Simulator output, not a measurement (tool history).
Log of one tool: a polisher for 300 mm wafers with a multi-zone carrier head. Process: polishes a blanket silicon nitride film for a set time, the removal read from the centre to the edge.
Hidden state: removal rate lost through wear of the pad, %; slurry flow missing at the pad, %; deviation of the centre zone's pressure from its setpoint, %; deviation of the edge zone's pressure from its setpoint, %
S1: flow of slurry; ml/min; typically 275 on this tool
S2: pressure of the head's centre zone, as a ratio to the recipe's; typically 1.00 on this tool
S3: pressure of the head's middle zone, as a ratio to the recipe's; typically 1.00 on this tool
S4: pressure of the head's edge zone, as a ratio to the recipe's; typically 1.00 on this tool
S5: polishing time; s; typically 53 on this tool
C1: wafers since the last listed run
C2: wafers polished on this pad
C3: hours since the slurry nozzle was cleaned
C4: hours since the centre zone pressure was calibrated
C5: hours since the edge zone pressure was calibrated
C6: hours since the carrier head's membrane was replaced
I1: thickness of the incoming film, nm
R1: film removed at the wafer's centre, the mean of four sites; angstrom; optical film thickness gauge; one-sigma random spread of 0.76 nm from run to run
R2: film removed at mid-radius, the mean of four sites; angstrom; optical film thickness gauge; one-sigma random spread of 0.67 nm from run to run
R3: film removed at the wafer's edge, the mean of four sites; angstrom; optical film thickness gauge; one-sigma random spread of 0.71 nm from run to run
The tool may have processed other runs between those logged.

run 1 hour=0.0 | S1=275 S2=1.03 S3=1.00 S4=1.00 S5=53 | C1=0 C2=782 C3=69.9 C4=62.8 C5=1220.0 C6=708.9 | I1=368.6 | R1=898 R2=863 R3=924
-- hour=71.4 edge zone pressure recalibrated
run 2 hour=91.4 | S1=275 S2=1.03 S3=1.00 S4=1.00 S5=53 | C1=658 C2=1440 C3=161.3 C4=154.2 C5=20.0 C6=800.3 | I1=369.2 | R1=893 R2=866 R3=919
run 3 hour=143.1 | S1=275 S2=1.00 S3=1.00 S4=1.00 S5=53 | C1=380 C2=1821 C3=213.0 C4=205.9 C5=71.7 C6=852.0 | I1=372.2 | R1=878 R2=863 R3=911
run 4 hour=183.6 | S1=275 S2=1.00 S3=1.00 S4=1.00 S5=53 | C1=298 C2=2120 C3=253.5 C4=246.4 C5=112.2 C6=892.5 | I1=367.5 | R1=895 R2=875 R3=922
run 5 hour=240.6 | S1=275 S2=1.00 S3=1.00 S4=1.00 S5=53 | C1=419 C2=2540 C3=310.5 C4=303.4 C5=169.2 C6=949.5 | I1=368.1 | R1=857 R2=856 R3=918
-- hour=245.9 worn pad replaced by a new one
-- hour=271.3 carrier head's membrane replaced by a new one
run 6 hour=279.4 | S1=275 S2=1.00 S3=1.00 S4=1.00 S5=53 | C1=219 C2=210 C3=349.3 C4=342.2 C5=208.0 C6=8.1 | I1=369.2 | R1=887 R2=865 R3=910
run 7 hour=369.2 | S1=275 S2=1.00 S3=1.00 S4=1.00 S5=53 | C1=661 C2=871 C3=439.1 C4=432.0 C5=297.8 C6=97.9 | I1=364.5 | R1=872 R2=870 R3=914
run 8 hour=408.0 | S1=275 S2=1.00 S3=1.00 S4=1.00 S5=53 | C1=285 C2=1157 C3=477.9 C4=470.8 C5=336.6 C6=136.7 | I1=368.3 | R1=876 R2=869 R3=922
run 9 hour=488.3 | S1=275 S2=1.00 S3=1.00 S4=1.00 S5=53 | C1=591 C2=1749 C3=558.2 C4=551.1 C5=416.9 C6=217.0 | I1=367.9 | R1=867 R2=871 R3=898
run 10 hour=544.7 | S1=275 S2=1.00 S3=1.00 S4=1.00 S5=53 | C1=415 C2=2164 C3=614.6 C4=607.5 C5=473.3 C6=273.4 | I1=374.3 | R1=869 R2=864 R3=919
-- hour=570.1 worn pad replaced by a new one
run 11 hour=601.7 | S1=275 S2=1.00 S3=1.00 S4=1.00 S5=53 | C1=390 C2=233 C3=671.6 C4=664.5 C5=530.3 C6=330.4 | I1=369.3 | R1=883 R2=866 R3=908
run 12 hour=686.9 | S1=215 S2=1.00 S3=1.00 S4=0.90 S5=60 | C1=627 C2=860 C3=756.8 C4=749.7 C5=615.5 C6=415.6 | I1=368.8 | R1=947 R2=944 R3=979
-- hour=695.5 centre zone pressure recalibrated
-- hour=719.1 slurry nozzle cleaned
run 13 hour=785.1 | S1=275 S2=1.00 S3=1.00 S4=0.93 S5=53 | C1=701 C2=1562 C3=66.0 C4=89.6 C5=713.7 C6=513.8 | I1=374.9 | R1=874 R2=878 R3=904
run 14 hour=835.7 | S1=275 S2=1.00 S3=1.00 S4=1.00 S5=53 | C1=372 C2=1935 C3=116.6 C4=140.2 C5=764.3 C6=564.4 | I1=371.3 | R1=871 R2=872 R3=919
-- hour=848.6 worn pad replaced by a new one
run 15 hour=909.1 | S1=275 S2=1.00 S3=1.00 S4=1.00 S5=53 | C1=511 C2=445 C3=190.0 C4=213.6 C5=837.7 C6=637.8 | I1=369.7 | R1=891 R2=876 R3=909
run 16 hour=970.5 | S1=275 S2=1.00 S3=1.00 S4=1.00 S5=53 | C1=452 C2=898 C3=251.4 C4=275.0 C5=899.1 C6=699.2 | I1=373.9 | R1=863 R2=867 R3=917
-- hour=1147.6 worn pad replaced by a new one
run 17 hour=1171.0 | S1=275 S2=1.00 S3=1.00 S4=1.00 S5=53 | C1=1447 C2=172 C3=451.9 C4=475.5 C5=1099.6 C6=899.7 | I1=370.8 | R1=857 R2=884 R3=915
-- hour=1180.1 edge zone pressure recalibrated
-- hour=1189.4 carrier head's membrane replaced by a new one
run 18 hour=1256.7 | S1=225 S2=1.00 S3=1.08 S4=1.00 S5=58 | C1=579 C2=752 C3=537.6 C4=561.2 C5=76.6 C6=67.3 | I1=375.4 | R1=918 R2=995 R3=971
run 19 hour=1305.6 | S1=330 S2=1.07 S3=1.00 S4=1.00 S5=53 | C1=360 C2=1112 C3=586.5 C4=610.1 C5=125.5 C6=116.2 | I1=368.7 | R1=953 R2=883 R3=926
-- hour=1335.7 centre zone pressure recalibrated
run 20 hour=1398.0 | S1=275 S2=1.00 S3=1.00 S4=1.11 S5=36 | C1=666 C2=1778 C3=678.9 C4=62.3 C5=217.9 C6=208.6 | I1=375.4 | R1=608 R2=588 R3=639
-- hour=1430.4 worn pad replaced by a new one
-- hour=1435.0 slurry nozzle cleaned
run 21 hour=1469.6 | S1=275 S2=1.11 S3=1.00 S4=1.00 S5=60 | C1=490 C2=281 C3=34.6 C4=133.9 C5=289.5 C6=280.2 | I1=371.4 | R1=1082 R2=979 R3=1033
run 22 hour=1571.1 | S1=275 S2=0.90 S3=1.09 S4=1.12 S5=37 | C1=747 C2=1029 C3=136.1 C4=235.4 C5=391.0 C6=381.7 | I1=368.5 | R1=559 R2=654 R3=663

Here are 3 independent what-if runs from the current tool condition. What would each one return?
run A hour=1571.5 | S1=275 S2=1.00 S3=1.00 S4=1.00 S5=53 | C1=2 C2=1032 C3=136.5 C4=235.8 C5=391.4 C6=382.1 | I1=372.8 | R1=? R2=? R3=?
run B hour=1571.5 | S1=275 S2=1.00 S3=1.00 S4=0.96 S5=53 | C1=2 C2=1032 C3=136.5 C4=235.8 C5=391.4 C6=382.1 | I1=372.8 | R1=? R2=? R3=?
run C hour=1571.5 | S1=275 S2=1.00 S3=0.97 S4=1.04 S5=53 | C1=2 C2=1032 C3=136.5 C4=235.8 C5=391.4 C6=382.1 | I1=372.8 | R1=? R2=? R3=?

run=A R1=880 R2=858 R3=905
run=B R1=880 R2=858 R3=894
run=C R1=880 R2=836 R3=915
What these runs would have given with no unlogged condition in the tool:
run=A R1=880 R2=858 R3=905
run=B R1=880 R2=858 R3=894
run=C R1=880 R2=836 R3=915
